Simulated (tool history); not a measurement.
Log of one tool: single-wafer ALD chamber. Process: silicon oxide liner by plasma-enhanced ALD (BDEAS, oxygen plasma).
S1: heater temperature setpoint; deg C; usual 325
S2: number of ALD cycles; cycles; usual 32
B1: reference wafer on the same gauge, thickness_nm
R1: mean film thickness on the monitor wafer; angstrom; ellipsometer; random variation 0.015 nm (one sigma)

Run 1, hour 0.0: usual settings; B1 3.141. Result: R1 28.88 angstrom.
Run 2, hour 55.4: usual settings; B1 3.143. Result: R1 29.02 angstrom.
Run 3, hour 128.5: usual settings; B1 3.151. Result: R1 29.31 angstrom.
Run 4, hour 224.6: usual settings but S2 30 cycles; B1 3.164. Result: R1 27.13 angstrom.
At hour 305.9: thermocouple changed; heater temperature recalibrated.
Run 5, hour 347.0: usual settings but S2 30 cycles; B1 3.167. Result: R1 27.33 angstrom.
Run 6, hour 390.8: usual settings but S2 30 cycles; B1 3.166. Result: R1 27.24 angstrom.
Run 7, hour 441.5: usual settings; B1 3.167. Result: R1 29.21 angstrom.
At hour 445.8: gauge calibrated.
Run 8, hour 505.3: usual settings but S1 318 deg C; B1 3.108. Result: R1 28.99 angstrom.
Run 9, hour 566.0: usual settings but S1 335 deg C; B1 3.130. Result: R1 28.25 angstrom.
Run 10, hour 604.3: usual settings but S1 339 deg C, S2 37 cycles; B1 3.138. Result: R1 32.69 angstrom.
Run 11, hour 651.1: usual settings but S1 339 deg C, S2 28 cycles; B1 3.134. Result: R1 24.73 angstrom.
Run 12, hour 706.5: usual settings but S1 313 deg C; B1 3.147. Result: R1 29.54 angstrom.
Run 13, hour 756.3: usual settings but S1 332 deg C, S2 28 cycles; B1 3.156. Result: R1 25.21 angstrom.
Run 14, hour 854.7: usual settings; B1 3.160. Result: R1 29.08 angstrom.

Forecast each of these 4 alternatives for the next run:
Run A, hour 855.1: usual settings but S1 330 deg C; B1 ?. Result: R1 ?.
Run B, hour 855.1: usual settings but S1 331 deg C, S2 36 cycles; B1 ?. Result: R1 ?.
Run C, hour 855.1: usual settings but S1 335 deg C, S2 29 cycles; B1 ?. Result: R1 ?.
Run D, hour 855.1: usual settings but S1 314 deg C, S2 27 cycles; B1 ?. Result: R1 ?.

run     B1     R1
  A  3.163  28.77
  B  3.163  32.31
  C  3.163  25.85
  D  3.163  24.92
Without the tool's hidden state the same runs would have given:
run     R1
  A  28.04
  B  31.49
  C  25.20
  D  24.29
